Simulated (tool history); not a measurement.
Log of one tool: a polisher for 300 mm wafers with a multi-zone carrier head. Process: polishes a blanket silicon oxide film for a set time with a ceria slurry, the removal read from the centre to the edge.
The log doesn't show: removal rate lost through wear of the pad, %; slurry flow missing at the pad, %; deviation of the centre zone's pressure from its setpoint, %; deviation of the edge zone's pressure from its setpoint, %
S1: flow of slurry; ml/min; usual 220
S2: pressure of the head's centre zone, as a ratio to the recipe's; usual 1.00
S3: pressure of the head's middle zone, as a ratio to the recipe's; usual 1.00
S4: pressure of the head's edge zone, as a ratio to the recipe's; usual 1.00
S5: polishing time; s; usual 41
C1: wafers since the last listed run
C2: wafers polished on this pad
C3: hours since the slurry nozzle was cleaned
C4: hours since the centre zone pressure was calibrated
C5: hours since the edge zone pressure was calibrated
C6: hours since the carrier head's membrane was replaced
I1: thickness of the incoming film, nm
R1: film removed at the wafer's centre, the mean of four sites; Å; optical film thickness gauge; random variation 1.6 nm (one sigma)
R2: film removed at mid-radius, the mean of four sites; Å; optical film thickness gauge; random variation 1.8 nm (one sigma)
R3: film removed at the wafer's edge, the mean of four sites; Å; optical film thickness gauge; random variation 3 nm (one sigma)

{"run": 1, "day": 0.0, "S1": 275, "S2": 1.0, "S3": 1.0, "S4": 1.0, "S5": 41, "C1": 0, "C2": 4781, "C3": 254.7, "C4": 613.8, "C5": 1045.1, "C6": 446.0, "I1": 1355.9, "R1": 2412, "R2": 2313, "R3": 2326}
{"day": 1.442, "done": "worn pad replaced by a new one"}
{"run": 2, "day": 1.942, "S1": 220, "S2": 1.0, "S3": 1.0, "S4": 0.96, "S5": 41, "C1": 570, "C2": 160, "C3": 301.3, "C4": 660.4, "C5": 1091.7, "C6": 492.6, "I1": 1347.4, "R1": 2326, "R2": 2314, "R3": 2246}
{"run": 3, "day": 3.833, "S1": 220, "S2": 1.0, "S3": 1.0, "S4": 1.0, "S5": 41, "C1": 608, "C2": 769, "C3": 346.7, "C4": 705.8, "C5": 1137.1, "C6": 538.0, "I1": 1333.2, "R1": 2338, "R2": 2269, "R3": 2275}
{"day": 5.838, "done": "edge zone pressure recalibrated"}
{"run": 4, "day": 6.7, "S1": 155, "S2": 1.0, "S3": 1.07, "S4": 1.0, "S5": 41, "C1": 895, "C2": 1664, "C3": 415.5, "C4": 774.6, "C5": 20.7, "C6": 606.8, "I1": 1322.3, "R1": 2218, "R2": 2334, "R3": 2207}
{"run": 5, "day": 8.958, "S1": 220, "S2": 1.0, "S3": 1.0, "S4": 1.0, "S5": 34, "C1": 726, "C2": 2390, "C3": 469.7, "C4": 828.8, "C5": 74.9, "C6": 661.0, "I1": 1345.4, "R1": 1945, "R2": 1879, "R3": 1895}
{"run": 6, "day": 10.742, "S1": 220, "S2": 1.0, "S3": 1.0, "S4": 1.0, "S5": 41, "C1": 573, "C2": 2963, "C3": 512.5, "C4": 871.6, "C5": 117.7, "C6": 703.8, "I1": 1331.4, "R1": 2307, "R2": 2292, "R3": 2365}
{"day": 12.196, "done": "centre zone pressure recalibrated"}
{"run": 7, "day": 12.217, "S1": 220, "S2": 1.0, "S3": 1.0, "S4": 1.0, "S5": 41, "C1": 447, "C2": 3411, "C3": 547.9, "C4": 0.5, "C5": 153.1, "C6": 739.2, "I1": 1340.6, "R1": 2329, "R2": 2253, "R3": 2307}
{"run": 8, "day": 13.467, "S1": 270, "S2": 1.0, "S3": 0.94, "S4": 0.95, "S5": 41, "C1": 401, "C2": 3813, "C3": 577.9, "C4": 30.5, "C5": 183.1, "C6": 769.2, "I1": 1344.1, "R1": 2384, "R2": 2192, "R3": 2332}
{"run": 9, "day": 14.992, "S1": 250, "S2": 1.05, "S3": 1.08, "S4": 1.0, "S5": 50, "C1": 490, "C2": 4303, "C3": 614.5, "C4": 67.1, "C5": 219.7, "C6": 805.8, "I1": 1306.5, "R1": 2977, "R2": 3000, "R3": 2771}
{"run": 10, "day": 16.338, "S1": 220, "S2": 0.88, "S3": 1.0, "S4": 0.95, "S5": 46, "C1": 432, "C2": 4736, "C3": 646.8, "C4": 99.4, "C5": 252.0, "C6": 838.1, "I1": 1341.4, "R1": 2443, "R2": 2557, "R3": 2510}
{"run": 11, "day": 17.875, "S1": 185, "S2": 1.05, "S3": 1.0, "S4": 1.1, "S5": 41, "C1": 494, "C2": 5231, "C3": 683.7, "C4": 136.3, "C5": 288.9, "C6": 875.0, "I1": 1323.2, "R1": 2349, "R2": 2186, "R3": 2343}
{"day": 18.854, "done": "slurry nozzle cleaned"}
{"run": 12, "day": 20.475, "S1": 150, "S2": 1.09, "S3": 1.0, "S4": 1.0, "S5": 41, "C1": 822, "C2": 6053, "C3": 38.9, "C4": 198.7, "C5": 351.3, "C6": 937.4, "I1": 1329.0, "R1": 2302, "R2": 2134, "R3": 2242}
{"day": 21.588, "done": "worn pad replaced by a new one"}
{"run": 13, "day": 23.262, "S1": 245, "S2": 1.0, "S3": 0.89, "S4": 1.05, "S5": 29, "C1": 842, "C2": 538, "C3": 105.8, "C4": 265.6, "C5": 418.2, "C6": 1004.3, "I1": 1333.8, "R1": 1660, "R2": 1464, "R3": 1669}
{"day": 24.312, "done": "carrier head's membrane replaced by a new one"}
{"run": 14, "day": 25.104, "S1": 220, "S2": 1.0, "S3": 0.88, "S4": 1.0, "S5": 41, "C1": 525, "C2": 1064, "C3": 150.0, "C4": 309.8, "C5": 462.4, "C6": 19.0, "I1": 1311.4, "R1": 2325, "R2": 2045, "R3": 2261}
{"run": 15, "day": 26.638, "S1": 220, "S2": 1.0, "S3": 1.0, "S4": 1.0, "S5": 41, "C1": 493, "C2": 1557, "C3": 186.8, "C4": 346.6, "C5": 499.2, "C6": 55.8, "I1": 1339.0, "R1": 2334, "R2": 2292, "R3": 2311}
{"run": 16, "day": 29.408, "S1": 145, "S2": 0.93, "S3": 1.0, "S4": 0.9, "S5": 55, "C1": 891, "C2": 2448, "C3": 253.3, "C4": 413.1, "C5": 565.7, "C6": 122.3, "I1": 1345.9, "R1": 2798, "R2": 2876, "R3": 2886}
{"run": 17, "day": 32.296, "S1": 220, "S2": 1.07, "S3": 0.92, "S4": 0.93, "S5": 41, "C1": 928, "C2": 3376, "C3": 322.6, "C4": 482.4, "C5": 635.0, "C6": 191.6, "I1": 1348.3, "R1": 2413, "R2": 2110, "R3": 2221}
{"run": 18, "day": 33.912, "S1": 220, "S2": 1.0, "S3": 1.0, "S4": 0.97, "S5": 41, "C1": 519, "C2": 3896, "C3": 361.4, "C4": 521.2, "C5": 673.8, "C6": 230.4, "I1": 1325.0, "R1": 2307, "R2": 2265, "R3": 2295}
{"run": 19, "day": 36.512, "S1": 220, "S2": 1.06, "S3": 0.93, "S4": 1.08, "S5": 30, "C1": 836, "C2": 4732, "C3": 423.8, "C4": 583.6, "C5": 736.2, "C6": 292.8, "I1": 1325.7, "R1": 1761, "R2": 1565, "R3": 1706}
{"run": 20, "day": 38.25, "S1": 220, "S2": 1.0, "S3": 1.0, "S4": 0.89, "S5": 49, "C1": 558, "C2": 5291, "C3": 465.5, "C4": 625.3, "C5": 777.9, "C6": 334.5, "I1": 1336.3, "R1": 2787, "R2": 2697, "R3": 2642}
{"run": 21, "day": 39.658, "S1": 220, "S2": 1.0, "S3": 1.07, "S4": 1.0, "S5": 41, "C1": 452, "C2": 5744, "C3": 499.3, "C4": 659.1, "C5": 811.7, "C6": 368.3, "I1": 1329.5, "R1": 2341, "R2": 2389, "R3": 2262}
{"day": 40.983, "done": "worn pad replaced by a new one"}
{"run": 22, "day": 41.512, "S1": 220, "S2": 1.0, "S3": 1.0, "S4": 1.0, "S5": 54, "C1": 542, "C2": 170, "C3": 543.8, "C4": 703.6, "C5": 856.2, "C6": 412.8, "I1": 1348.4, "R1": 3061, "R2": 2955, "R3": 3013}

Hidden state at the last listed run before each entry between runs and at the first one after, where it differs:
Between runs 1 and 2: worn pad replaced by a new one (day 1.442)
  no hidden state differs between the two runs
Between runs 3 and 4: edge zone pressure recalibrated (day 5.838)
  no hidden state differs between the two runs
Between runs 6 and 7: centre zone pressure recalibrated (day 12.196)
  no hidden state differs between the two runs
Between runs 11 and 12: slurry nozzle cleaned (day 18.854)
  no hidden state differs between the two runs
Between runs 12 and 13: worn pad replaced by a new one (day 21.588)
  no hidden state differs between the two runs
Between runs 13 and 14: carrier head's membrane replaced by a new one (day 24.312)
  no hidden state differs between the two runs
Between runs 21 and 22: worn pad replaced by a new one (day 40.983)
  no hidden state differs between the two runs

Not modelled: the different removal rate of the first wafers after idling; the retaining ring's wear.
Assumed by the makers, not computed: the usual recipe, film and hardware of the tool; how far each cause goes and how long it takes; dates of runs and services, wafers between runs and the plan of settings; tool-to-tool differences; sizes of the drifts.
